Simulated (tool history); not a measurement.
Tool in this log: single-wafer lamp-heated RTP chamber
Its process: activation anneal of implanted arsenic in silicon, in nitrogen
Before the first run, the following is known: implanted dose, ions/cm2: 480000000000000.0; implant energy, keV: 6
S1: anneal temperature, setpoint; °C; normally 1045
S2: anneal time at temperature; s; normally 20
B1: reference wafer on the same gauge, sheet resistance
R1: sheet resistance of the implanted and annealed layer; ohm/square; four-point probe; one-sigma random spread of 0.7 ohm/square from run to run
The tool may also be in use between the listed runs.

run	hour	S1	S2	B1	R1
1	0	1045	27	202.69	235.99
# hour 88.9: pyrometer window cleaned and pyrometer calibrated
2	89.4	1065	20	203.3	235.8
# hour 118.6: reflector plate cleaned
# hour 169.7: gauge calibrated
3	183.9	1045	20	203.05	244.93
4	222.9	1045	20	202.91	245.35
5	271.5	1060	20	202.91	236.39
6	347.6	1060	20	203.01	236.06
# hour 423.2: pyrometer window cleaned and pyrometer calibrated
7	476.5	1024	17	202.89	256.42
8	535.4	1024	17	202.97	254.8
9	605.4	1045	20	202.63	242.08
10	685.1	1045	20	203.17	240.7
# hour 771.8: pyrometer window cleaned and pyrometer calibrated
11	782.3	1037	20	203.19	247.73
12	867.4	1045	20	202.67	242.6
# hour 963.9: reflector plate cleaned
13	970.8	1045	20	202.91	243.26
14	1065.3	1045	15	202.97	247.94
# hour 1082.7: gauge calibrated
15	1138.3	1017	20	202.74	252.96
# hour 1175.5: pyrometer window cleaned and pyrometer calibrated
16	1200	1028	10	203.15	266.12
17	1298.4	1066	20	202.91	233.85
18	1373	1025	9	202.86	267.85
19	1417.5	1063	20	202.95	234.47
20	1476.7	1037	28	202.87	237.93
# hour 1575.7: pyrometer window cleaned and pyrometer calibrated
21	1579.9	1045	20	203.03	244.53
22	1674.5	1045	20	202.74	243.79
23	1752.4	1045	16	202.74	246.9
# hour 1769.4: reflector plate cleaned
24	1814	1045	17	203.14	248.03

Branching from run 24: 5 alternative next runs. What would each branch give?
A	1814.4	1045	20	?	?
B	1814.4	1019	26	?	?
C	1814.4	1068	25	?	?
D	1814.4	1072	27	?	?
E	1814.4	1015	15	?	?

run	B1	R1
A	203.21	244.56
B	203.21	250.95
C	203.21	230.58
D	203.21	227.62
E	203.21	263.7
What these runs would have given with no unlogged condition in the tool:
run	R1
A	247.81
B	254.32
C	233.59
D	230.55
E	267.26

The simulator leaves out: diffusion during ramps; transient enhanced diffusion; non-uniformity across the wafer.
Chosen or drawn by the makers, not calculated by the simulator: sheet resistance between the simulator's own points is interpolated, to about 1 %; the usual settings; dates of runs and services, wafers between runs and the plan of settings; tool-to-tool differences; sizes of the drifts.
